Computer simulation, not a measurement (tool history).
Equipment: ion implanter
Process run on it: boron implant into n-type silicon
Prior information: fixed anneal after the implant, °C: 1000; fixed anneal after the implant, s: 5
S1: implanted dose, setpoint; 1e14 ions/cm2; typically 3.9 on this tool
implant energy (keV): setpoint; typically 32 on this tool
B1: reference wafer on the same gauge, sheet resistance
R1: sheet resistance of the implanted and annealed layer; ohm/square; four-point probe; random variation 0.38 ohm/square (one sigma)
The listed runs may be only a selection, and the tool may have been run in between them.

{"run": 1, "day": 0.0, "S1": 3.9, "implant energy (keV)": 32, "B1": 275.99, "R1": 264.66}
{"run": 2, "day": 0.658, "S1": 3.9, "implant energy (keV)": 32, "B1": 276.03, "R1": 265.28}
{"run": 3, "day": 1.392, "S1": 3.9, "implant energy (keV)": 32, "B1": 275.97, "R1": 265.73}
{"run": 4, "day": 1.888, "S1": 3.9, "implant energy (keV)": 32, "B1": 276.09, "R1": 265.71}
{"run": 5, "day": 2.546, "S1": 3.6, "implant energy (keV)": 32, "B1": 275.98, "R1": 282.89}
{"run": 6, "day": 3.179, "S1": 3.6, "implant energy (keV)": 32, "B1": 275.99, "R1": 271.05}
{"run": 7, "day": 3.192, "S1": 3.6, "implant energy (keV)": 32, "B1": 275.96, "R1": 271.1}
{"run": 8, "day": 3.533, "S1": 3.9, "implant energy (keV)": 32, "B1": 276.03, "R1": 254.45}
{"run": 9, "day": 4.229, "S1": 3.9, "implant energy (keV)": 32, "B1": 276.01, "R1": 255.37}
{"run": 10, "day": 4.912, "S1": 3.9, "implant energy (keV)": 32, "B1": 275.96, "R1": 254.82}
{"run": 11, "day": 5.258, "S1": 3, "implant energy (keV)": 22, "B1": 276.03, "R1": 322.89}
{"run": 12, "day": 6.0, "S1": 3.9, "implant energy (keV)": 32, "B1": 275.98, "R1": 254.94}
{"run": 13, "day": 6.438, "S1": 3.46, "implant energy (keV)": 24, "B1": 276.05, "R1": 286.55}
{"run": 14, "day": 6.779, "S1": 2.85, "implant energy (keV)": 32, "B1": 276, "R1": 324.05}
{"run": 15, "day": 7.425, "S1": 4.75, "implant energy (keV)": 32, "B1": 275.98, "R1": 218.65}
{"run": 16, "day": 8.121, "S1": 3.9, "implant energy (keV)": 32, "B1": 276.04, "R1": 255.78}
{"run": 17, "day": 9.858, "S1": 2.86, "implant energy (keV)": 40, "B1": 276.06, "R1": 316.03}
{"run": 18, "day": 10.3, "S1": 3.06, "implant energy (keV)": 32, "B1": 275.98, "R1": 308.13}

Not shown: 3 entries that the log had between the listed runs. Between which runs, and how does the tool's hidden state differ before and after?
Runs 5 to 6: Faraday cup replaced and dose calibrated (day 3.158)
  deviation of the true dose from the Faraday cup's reading, %: -4.77 -> 0.545
  what was measured, less what the result would be without the hidden state, R1: +10.38 -> -1.13 ohm/square
Runs 8 to 9: extraction supply calibrated (day 4.062)
  deviation of the true dose from the Faraday cup's reading, %: 0.513 -> 0.449
  what was measured, less what the result would be without the hidden state, R1: -1.01 -> -0.89 ohm/square
Runs 11 to 12: gauge calibrated (day 5.862)
  deviation of the true dose from the Faraday cup's reading, %: 0.355 -> 0.288
  what was measured, less what the result would be without the hidden state, R1: -0.89 -> -0.57 ohm/square

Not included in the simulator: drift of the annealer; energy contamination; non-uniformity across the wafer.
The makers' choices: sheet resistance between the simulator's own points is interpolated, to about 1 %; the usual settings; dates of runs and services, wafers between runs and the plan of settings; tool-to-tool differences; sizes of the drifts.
